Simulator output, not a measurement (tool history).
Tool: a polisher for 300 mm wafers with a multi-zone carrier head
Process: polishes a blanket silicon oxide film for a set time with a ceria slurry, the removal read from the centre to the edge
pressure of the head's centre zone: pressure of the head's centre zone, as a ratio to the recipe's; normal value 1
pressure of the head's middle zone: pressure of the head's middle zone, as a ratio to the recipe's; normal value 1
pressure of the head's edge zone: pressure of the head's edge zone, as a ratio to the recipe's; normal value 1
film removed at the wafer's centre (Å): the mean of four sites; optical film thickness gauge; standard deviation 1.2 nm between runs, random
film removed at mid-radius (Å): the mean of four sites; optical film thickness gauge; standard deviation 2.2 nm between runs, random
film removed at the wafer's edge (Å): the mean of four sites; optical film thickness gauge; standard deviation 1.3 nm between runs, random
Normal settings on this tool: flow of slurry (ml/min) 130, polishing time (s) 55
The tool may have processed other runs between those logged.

run    hour  flow of slurry (ml/min)  pressure of the head's centre zone  pressure of the head's middle zone  pressure of the head's edge zone  polishing time (s)  incoming thickness of the incoming film, nm  film removed at the wafer's centre (Å)  film removed at mid-radius (Å)  film removed at the wafer's edge (Å)
  1       0                      115                                1.06                                1.07                              0.91                  55                                        971.8                                    1925                            1952                                  1813
  2    77.2                      130                                   1                                   1                                 1                  55                                        972.1                                    1849                            1887                                  1946
  3   143.9                      130                                   1                                   1                                 1                  47                                          969                                    1581                            1600                                  1649
  4   234.8                      130                                   1                                   1                                 1                  55                                          967                                    1846                            1864                                  1909
  5   341.7                      105                                0.95                                0.88                                 1                  55                                        977.7                                    1633                            1583                                  1841
      404.8  -- centre zone pressure recalibrated
  6   427.1                       90                                   1                                   1                                 1                  67                                        973.6                                    1975                            2010                                  2137
  7   478.5                      155                                   1                                0.92                              1.08                  55                                        967.1                                    1925                            1810                                  2025
  8   542.3                      100                                 1.1                                   1                              0.96                  47                                        969.8                                    1575                            1462                                  1505
      549.3  -- slurry nozzle cleaned
      639.6  -- worn pad replaced by a new one
  9   647.3                      130                                   1                                   1                                 1                  55                                        969.4                                    1888                            1935                                  1941
      661.2  -- carrier head's membrane replaced by a new one
 10   735.2                      130                                   1                                   1                                 1                  55                                        967.3                                    1886                            1878                                  1930
 11   778.7                      170                                   1                                   1                                 1                  55                                        957.2                                    1988                            2020                                  2012
 12   871.9                      130                                1.11                                   1                                 1                  55                                        979.9                                    2086                            1866                                  1923
        907  -- edge zone pressure recalibrated
 13   950.1                      115                                   1                                   1                              0.94                  55                                        965.8                                    1771                            1821                                  1812
     1016.7  -- centre zone pressure recalibrated
 14  1047.2                      105                                 1.1                                   1                              1.04                  68                                        963.9                                    2340                            2180                                  2327
 15  1112.3                      130                                   1                                   1                                 1                  55                                        979.6                                    1860                            1878                                  1892
 16  1176.3                      130                                   1                                   1                                 1                  55                                        974.6                                    1819                            1846                                  1903
 17    1214                      130                                   1                                   1                                 1                  55                                        958.5                                    1830                            1888                                  1884
     1249.3  -- slurry nozzle cleaned
 18  1295.5                      130                                   1                                   1                                 1                  39                                        964.2                                    1293                            1295                                  1333
     1350.9  -- worn pad replaced by a new one
 19  1351.7                      130                                   1                                   1                                 1                  55                                        966.5                                    1882                            1928                                  1945
 20  1403.6                       85                                   1                                1.04                              1.08                  55                                        977.1                                    1619                            1740                                  1859
 21  1481.4                      130                                   1                                1.08                                 1                  55                                        977.6                                    1886                            2022                                  1931

Each row is a separate what-if for the run after 21, all from the same tool condition, not one after another. Results?
  A  1481.8                      130                                   1                                   1                                 1                  55                                        978.2                                       ?                               ?                                     ?
  B  1481.8                      115                                0.92                                   1                                 1                  55                                        978.2                                       ?                               ?                                     ?
  C  1481.8                      130                                1.09                                   1                              0.94                  55                                        978.2                                       ?                               ?                                     ?
  D  1481.8                       85                                0.94                                   1                              0.92                  55                                        978.2                                       ?                               ?                                     ?
  E  1481.8                      100                                1.12                                   1                              1.06                  44                                        978.2                                       ?                               ?                                     ?

run  film removed at the wafer's centre (Å)  film removed at mid-radius (Å)  film removed at the wafer's edge (Å)
  A                                    1872                            1931                                  1947
  B                                    1660                            1872                                  1904
  C                                    2042                            1931                                  1890
  D                                    1510                            1691                                  1710
  E                                    1543                            1434                                  1522
Take away the tool's hidden state, keep each run's random variation, and the runs would have read:
run  film removed at the wafer's centre (Å)  film removed at mid-radius (Å)  film removed at the wafer's edge (Å)
  A                                    1886                            1946                                  1961
  B                                    1673                            1886                                  1918
  C                                    2057                            1945                                  1904
  D                                    1521                            1704                                  1723
  E                                    1554                            1444                                  1534
